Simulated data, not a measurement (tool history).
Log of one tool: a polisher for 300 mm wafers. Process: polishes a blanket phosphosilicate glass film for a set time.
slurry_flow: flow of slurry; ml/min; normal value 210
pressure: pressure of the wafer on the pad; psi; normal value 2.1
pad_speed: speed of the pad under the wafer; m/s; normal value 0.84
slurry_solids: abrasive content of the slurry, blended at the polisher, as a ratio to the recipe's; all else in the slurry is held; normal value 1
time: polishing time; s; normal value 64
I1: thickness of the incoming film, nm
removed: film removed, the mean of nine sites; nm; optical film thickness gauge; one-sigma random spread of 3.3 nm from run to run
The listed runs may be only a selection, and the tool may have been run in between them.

{"run": 1, "day": 0.0, "slurry_flow": 240, "pressure": 2.1, "pad_speed": 0.84, "slurry_solids": 0.85, "time": 64, "I1": 4502.4, "removed": 229.2}
{"day": 0.283, "done": "worn pad replaced by a new one"}
{"run": 2, "day": 1.246, "slurry_flow": 240, "pressure": 2.1, "pad_speed": 0.84, "slurry_solids": 0.85, "time": 64, "I1": 4384.5, "removed": 228.9}
{"run": 3, "day": 2.654, "slurry_flow": 240, "pressure": 2.1, "pad_speed": 0.84, "slurry_solids": 0.85, "time": 64, "I1": 4463.6, "removed": 231.7}
{"run": 4, "day": 3.425, "slurry_flow": 210, "pressure": 2.4, "pad_speed": 0.98, "slurry_solids": 1, "time": 64, "I1": 4402.6, "removed": 302.4}
{"run": 5, "day": 4.558, "slurry_flow": 210, "pressure": 2.1, "pad_speed": 0.84, "slurry_solids": 1, "time": 64, "I1": 4524.9, "removed": 233.2}
{"day": 4.908, "done": "worn pad replaced by a new one"}
{"day": 5.017, "done": "slurry nozzle cleaned"}
{"run": 6, "day": 5.15, "slurry_flow": 210, "pressure": 2.1, "pad_speed": 0.84, "slurry_solids": 1, "time": 64, "I1": 4432.6, "removed": 261.5}
{"day": 5.679, "done": "head pressure recalibrated"}
{"run": 7, "day": 5.7, "slurry_flow": 210, "pressure": 2.1, "pad_speed": 0.84, "slurry_solids": 1, "time": 64, "I1": 4433.6, "removed": 256.1}
{"day": 5.854, "done": "slurry blender recalibrated"}
{"day": 6.271, "done": "conditioning disc replaced and pad reconditioned"}
{"run": 8, "day": 6.625, "slurry_flow": 210, "pressure": 2.1, "pad_speed": 0.84, "slurry_solids": 1, "time": 45, "I1": 4429.8, "removed": 179.7}
{"day": 9.142, "done": "worn pad replaced by a new one"}
{"run": 9, "day": 9.333, "slurry_flow": 210, "pressure": 2.8, "pad_speed": 0.84, "slurry_solids": 1, "time": 47, "I1": 4401.6, "removed": 249.5}
{"run": 10, "day": 10.55, "slurry_flow": 210, "pressure": 2.1, "pad_speed": 0.84, "slurry_solids": 1, "time": 64, "I1": 4373.2, "removed": 252.6}
{"run": 11, "day": 11.246, "slurry_flow": 210, "pressure": 2.1, "pad_speed": 0.84, "slurry_solids": 1, "time": 74, "I1": 4493.5, "removed": 287.4}
{"run": 12, "day": 11.796, "slurry_flow": 210, "pressure": 2.1, "pad_speed": 0.84, "slurry_solids": 1.2, "time": 79, "I1": 4483.5, "removed": 335.6}
{"run": 13, "day": 13.062, "slurry_flow": 210, "pressure": 2.1, "pad_speed": 0.56, "slurry_solids": 1, "time": 64, "I1": 4418.6, "removed": 179.2}
{"day": 13.488, "done": "worn pad replaced by a new one"}
{"run": 14, "day": 14.171, "slurry_flow": 210, "pressure": 2.1, "pad_speed": 0.84, "slurry_solids": 1, "time": 64, "I1": 4385.6, "removed": 242.9}
{"run": 15, "day": 14.85, "slurry_flow": 210, "pressure": 2.4, "pad_speed": 1.02, "slurry_solids": 1, "time": 76, "I1": 4525.3, "removed": 395}

Alternative continuations, all from the tool just after run 15; predict every row:
{"run": "A", "day": 14.871, "slurry_flow": 210, "pressure": 2.4, "pad_speed": 0.84, "slurry_solids": 1, "time": 64, "I1": 4515.5, "removed": "?"}
{"run": "B", "day": 14.871, "slurry_flow": 180, "pressure": 1.8, "pad_speed": 0.84, "slurry_solids": 0.75, "time": 64, "I1": 4515.5, "removed": "?"}
{"run": "C", "day": 14.871, "slurry_flow": 165, "pressure": 2.1, "pad_speed": 0.84, "slurry_solids": 0.9, "time": 64, "I1": 4515.5, "removed": "?"}

run=A removed=279.1
run=B removed=182.3
run=C removed=222.8
Without the tool's hidden state the same runs would have given:
run=A removed=294.2
run=B removed=193.8
run=C removed=238.3
